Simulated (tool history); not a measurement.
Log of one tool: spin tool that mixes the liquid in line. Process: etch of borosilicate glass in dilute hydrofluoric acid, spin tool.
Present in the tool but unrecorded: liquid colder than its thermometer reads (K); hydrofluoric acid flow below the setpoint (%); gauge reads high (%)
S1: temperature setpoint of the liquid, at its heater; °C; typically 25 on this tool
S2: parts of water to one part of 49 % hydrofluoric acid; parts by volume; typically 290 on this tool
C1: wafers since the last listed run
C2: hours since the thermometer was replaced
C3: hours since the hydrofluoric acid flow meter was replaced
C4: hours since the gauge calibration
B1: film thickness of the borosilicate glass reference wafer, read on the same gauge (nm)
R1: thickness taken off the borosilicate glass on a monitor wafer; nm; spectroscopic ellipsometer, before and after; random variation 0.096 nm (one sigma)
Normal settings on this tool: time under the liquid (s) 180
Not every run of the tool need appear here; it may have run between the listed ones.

run 1 hour=0 | S1=25 S2=195 time_under_the_liquid_(s)=235 | C1=0 C2=1042.5 C3=39.4 C4=69 | B1=29.99 | R1=24.12
run 2 hour=65.5 | S1=25 S2=195 time_under_the_liquid_(s)=235 | C1=359 C2=1108 C3=104.9 C4=134.5 | B1=30.01 | R1=24.28
run 3 hour=97.2 | S1=25 S2=290 time_under_the_liquid_(s)=180 | C1=174 C2=1139.7 C3=136.6 C4=166.2 | B1=30.02 | R1=11.22
run 4 hour=137 | S1=25 S2=290 time_under_the_liquid_(s)=180 | C1=218 C2=1179.5 C3=176.4 C4=206 | B1=30.04 | R1=11.25
run 5 hour=163.4 | S1=25 S2=290 time_under_the_liquid_(s)=180 | C1=145 C2=1205.9 C3=202.8 C4=232.4 | B1=30.06 | R1=11.12
-- hour=249.3 thermometer replaced
run 6 hour=294.6 | S1=25 S2=290 time_under_the_liquid_(s)=180 | C1=715 C2=45.3 C3=334 C4=363.6 | B1=30.02 | R1=11.89
run 7 hour=347.5 | S1=25 S2=290 time_under_the_liquid_(s)=180 | C1=290 C2=98.2 C3=386.9 C4=416.5 | B1=30 | R1=11.5
run 8 hour=405.7 | S1=25 S2=290 time_under_the_liquid_(s)=180 | C1=319 C2=156.4 C3=445.1 C4=474.7 | B1=29.98 | R1=11.65
run 9 hour=429.8 | S1=25 S2=290 time_under_the_liquid_(s)=180 | C1=132 C2=180.5 C3=469.2 C4=498.8 | B1=30.03 | R1=11.79
run 10 hour=476.2 | S1=25 S2=360 time_under_the_liquid_(s)=135 | C1=255 C2=226.9 C3=515.6 C4=545.2 | B1=29.99 | R1=6.57
run 11 hour=535.5 | S1=25 S2=210 time_under_the_liquid_(s)=180 | C1=325 C2=286.2 C3=574.9 C4=604.5 | B1=29.94 | R1=17.4
run 12 hour=568.8 | S1=25 S2=215 time_under_the_liquid_(s)=180 | C1=183 C2=319.5 C3=608.2 C4=637.8 | B1=30.04 | R1=16.86
run 13 hour=616.1 | S1=27 S2=290 time_under_the_liquid_(s)=180 | C1=259 C2=366.8 C3=655.5 C4=685.1 | B1=29.97 | R1=12.28
run 14 hour=672.5 | S1=25 S2=405 time_under_the_liquid_(s)=180 | C1=309 C2=423.2 C3=711.9 C4=741.5 | B1=30.03 | R1=7.41
run 15 hour=726.5 | S1=27.5 S2=340 time_under_the_liquid_(s)=115 | C1=296 C2=477.2 C3=765.9 C4=795.5 | B1=29.96 | R1=6.5
run 16 hour=777.7 | S1=22.5 S2=290 time_under_the_liquid_(s)=180 | C1=281 C2=528.4 C3=817.1 C4=846.7 | B1=30 | R1=10.51
run 17 hour=846.7 | S1=25 S2=290 time_under_the_liquid_(s)=180 | C1=379 C2=597.4 C3=886.1 C4=915.7 | B1=30.05 | R1=11.44
run 18 hour=895 | S1=21 S2=290 time_under_the_liquid_(s)=180 | C1=265 C2=645.7 C3=934.4 C4=964 | B1=29.98 | R1=9.85
run 19 hour=921.8 | S1=25 S2=330 time_under_the_liquid_(s)=80 | C1=147 C2=672.5 C3=961.2 C4=990.8 | B1=29.99 | R1=4.26
run 20 hour=993.8 | S1=29.5 S2=420 time_under_the_liquid_(s)=180 | C1=395 C2=744.5 C3=1033.2 C4=1062.8 | B1=30 | R1=8.06
-- hour=1008.7 hydrofluoric acid flow meter replaced
run 21 hour=1059.5 | S1=25 S2=290 time_under_the_liquid_(s)=180 | C1=355 C2=810.2 C3=50.8 C4=1128.5 | B1=30.05 | R1=11.39
run 22 hour=1099.2 | S1=25 S2=365 time_under_the_liquid_(s)=85 | C1=218 C2=849.9 C3=90.5 C4=1168.2 | B1=29.95 | R1=3.97
run 23 hour=1125.4 | S1=25 S2=290 time_under_the_liquid_(s)=125 | C1=143 C2=876.1 C3=116.7 C4=1194.4 | B1=29.99 | R1=7.84
run 24 hour=1165.1 | S1=25 S2=290 time_under_the_liquid_(s)=180 | C1=218 C2=915.8 C3=156.4 C4=1234.1 | B1=29.99 | R1=11.37
run 25 hour=1260.5 | S1=29.5 S2=290 time_under_the_liquid_(s)=125 | C1=524 C2=1011.2 C3=251.8 C4=1329.5 | B1=29.95 | R1=9.02
run 26 hour=1306.9 | S1=29 S2=190 time_under_the_liquid_(s)=100 | C1=255 C2=1057.6 C3=298.2 C4=1375.9 | B1=29.99 | R1=12.11
run 27 hour=1375.9 | S1=28 S2=290 time_under_the_liquid_(s)=180 | C1=379 C2=1126.6 C3=367.2 C4=1444.9 | B1=30 | R1=12.48
run 28 hour=1415.3 | S1=25 S2=210 time_under_the_liquid_(s)=125 | C1=216 C2=1166 C3=406.6 C4=1484.3 | B1=30.02 | R1=11.64
run 29 hour=1476.7 | S1=28.5 S2=290 time_under_the_liquid_(s)=180 | C1=337 C2=1227.4 C3=468 C4=1545.7 | B1=29.97 | R1=12.63
-- hour=1498.7 gauge calibrated
-- hour=1511.3 thermometer replaced
run 30 hour=1544.8 | S1=25 S2=290 time_under_the_liquid_(s)=180 | C1=368 C2=33.5 C3=536.1 C4=46.1 | B1=30 | R1=11.7
run 31 hour=1605.9 | S1=25 S2=290 time_under_the_liquid_(s)=125 | C1=335 C2=94.6 C3=597.2 C4=107.2 | B1=29.99 | R1=8.19
run 32 hour=1671.9 | S1=25 S2=290 time_under_the_liquid_(s)=180 | C1=362 C2=160.6 C3=663.2 C4=173.2 | B1=29.99 | R1=11.77

Predict each of these 5 candidate next runs independently; none follows another, all start after run 32:
run A hour=1672.4 | S1=25 S2=290 time_under_the_liquid_(s)=180 | C1=2 C2=161.1 C3=663.7 C4=173.7 | B1=? | R1=?
run B hour=1672.4 | S1=25 S2=360 time_under_the_liquid_(s)=270 | C1=2 C2=161.1 C3=663.7 C4=173.7 | B1=? | R1=?
run C hour=1672.4 | S1=29 S2=290 time_under_the_liquid_(s)=110 | C1=2 C2=161.1 C3=663.7 C4=173.7 | B1=? | R1=?
run D hour=1672.4 | S1=25 S2=200 time_under_the_liquid_(s)=235 | C1=2 C2=161.1 C3=663.7 C4=173.7 | B1=? | R1=?
run E hour=1672.4 | S1=25 S2=225 time_under_the_liquid_(s)=120 | C1=2 C2=161.1 C3=663.7 C4=173.7 | B1=? | R1=?

run=A B1=30 R1=11.72
run=B B1=30 R1=13.24
run=C B1=30 R1=8.2
run=D B1=30 R1=24.38
run=E B1=30 R1=10.77
Had the tool no hidden state, the same runs would have come out as:
run=A R1=11.81
run=B R1=13.33
run=C R1=8.26
run=D R1=24.57
run=E R1=10.85

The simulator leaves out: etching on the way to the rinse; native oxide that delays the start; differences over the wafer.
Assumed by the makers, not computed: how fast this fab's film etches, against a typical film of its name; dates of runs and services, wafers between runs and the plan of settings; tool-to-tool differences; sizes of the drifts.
